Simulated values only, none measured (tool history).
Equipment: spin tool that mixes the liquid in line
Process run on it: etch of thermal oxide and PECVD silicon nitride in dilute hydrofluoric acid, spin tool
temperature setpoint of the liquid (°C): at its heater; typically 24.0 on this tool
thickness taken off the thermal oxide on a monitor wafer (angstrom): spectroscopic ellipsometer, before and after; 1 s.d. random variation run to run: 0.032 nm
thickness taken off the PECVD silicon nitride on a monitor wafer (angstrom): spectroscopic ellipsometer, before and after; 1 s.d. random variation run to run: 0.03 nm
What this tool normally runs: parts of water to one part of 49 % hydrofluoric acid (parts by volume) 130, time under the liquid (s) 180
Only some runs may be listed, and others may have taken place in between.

run	hour	temperature setpoint of the liquid (°C)	parts of water to one part of 49 % hydrofluoric acid (parts by volume)	time under the liquid (s)	wafers since the last listed run	hours since the thermometer was replaced	hours since the hydrofluoric acid flow meter was replaced	hours since the gauge calibration	read-back film thickness of the thermal oxide reference wafer, read on the same gauge (nm)	read-back film thickness of the PECVD silicon nitride reference wafer, read on the same gauge (nm)	thickness taken off the thermal oxide on a monitor wafer (angstrom)	thickness taken off the PECVD silicon nitride on a monitor wafer (angstrom)
1	0.0	24.0	130	210	0	2271.0	457.9	2047.9	139.98	90.007	71.9	39.86
2	52.2	24.0	165	205	479	2323.2	510.1	2100.1	139.99	90.009	52.7	30.61
3	118.8	24.0	165	205	611	2389.8	576.7	2166.7	140.01	90.001	53.0	30.90
4	160.1	26.5	130	180	379	2431.1	618.0	2208.0	140.02	89.990	67.5	40.20
5	198.7	26.5	130	180	354	2469.7	656.6	2246.6	140.06	89.977	67.2	39.55
# hour 288.8: gauge calibrated
6	298.9	24.0	130	180	919	2569.9	756.8	10.1	140.01	89.991	60.8	33.84
# hour 304.9: thermometer replaced
7	330.8	27.0	130	180	283	25.9	788.7	42.0	139.98	90.007	65.8	38.61
# hour 373.2: hydrofluoric acid flow meter replaced
8	373.8	27.0	130	180	385	68.9	0.6	85.0	139.98	90.017	65.9	38.72
9	558.0	24.0	145	110	1690	253.1	184.8	269.2	140.02	90.000	31.4	17.08
10	623.3	27.0	130	105	599	318.4	250.1	334.5	140.01	90.004	37.9	22.38
# hour 637.4: thermometer replaced, repeated, since the last time left the tool worse
11	647.6	28.0	95	180	213	10.2	274.4	358.8	140.01	89.997	107.1	65.13
12	692.6	24.0	130	260	413	55.2	319.4	403.8	139.99	89.990	92.8	52.78
13	720.9	19.5	85	180	259	83.5	347.7	432.1	140.01	90.003	85.8	40.82
14	781.7	19.0	130	180	558	144.3	408.5	492.9	139.95	89.980	52.0	26.35
15	838.0	24.0	110	215	516	200.6	464.8	549.2	140.02	90.012	91.8	51.46
16	899.3	19.5	180	245	562	261.9	526.1	610.5	139.96	89.995	50.4	26.93
17	952.8	24.0	130	180	491	315.4	579.6	664.0	139.97	89.973	63.9	35.99
18	1008.3	24.0	130	180	509	370.9	635.1	719.5	139.99	90.014	63.5	35.93
19	1052.3	24.0	100	70	403	414.9	679.1	763.5	139.97	90.007	33.3	18.20
20	1077.3	24.0	130	180	229	439.9	704.1	788.5	139.95	89.988	64.0	36.30
# hour 1121.5: hydrofluoric acid flow meter replaced
21	1134.8	24.0	130	180	518	497.4	13.3	846.0	140.00	90.015	63.5	36.12
22	1187.1	24.0	130	80	480	549.7	65.6	898.3	139.99	89.977	28.0	16.32
23	1286.8	24.0	165	180	915	649.4	165.3	998.0	140.00	89.994	48.1	28.25
24	1312.1	28.5	130	180	232	674.7	190.6	1023.3	139.99	89.998	75.2	48.05
25	1361.0	19.5	130	215	448	723.6	239.5	1072.2	139.97	90.029	62.4	31.34
26	1390.2	22.0	65	265	268	752.8	268.7	1101.4	139.99	89.965	183.9	90.51

Alternative continuations, all from the tool just after run 26; predict every row:
A	1390.7	24.0	180	180	4	753.3	269.2	1101.9	?	?	?	?
B	1390.7	21.0	75	135	4	753.3	269.2	1101.9	?	?	?	?
C	1390.7	25.5	130	180	4	753.3	269.2	1101.9	?	?	?	?

run	read-back film thickness of the thermal oxide reference wafer, read on the same gauge (nm)	read-back film thickness of the PECVD silicon nitride reference wafer, read on the same gauge (nm)	thickness taken off the thermal oxide on a monitor wafer (angstrom)	thickness taken off the PECVD silicon nitride on a monitor wafer (angstrom)
A	140.00	89.992	43.1	25.82
B	140.00	89.992	77.4	37.42
C	140.00	89.992	66.8	39.24
The same runs, with their run-to-run variation unchanged, on a tool lacking any hidden condition would have given:
run	thickness taken off the thermal oxide on a monitor wafer (angstrom)	thickness taken off the PECVD silicon nitride on a monitor wafer (angstrom)
A	44.4	27.21
B	80.1	39.58
C	69.0	41.37
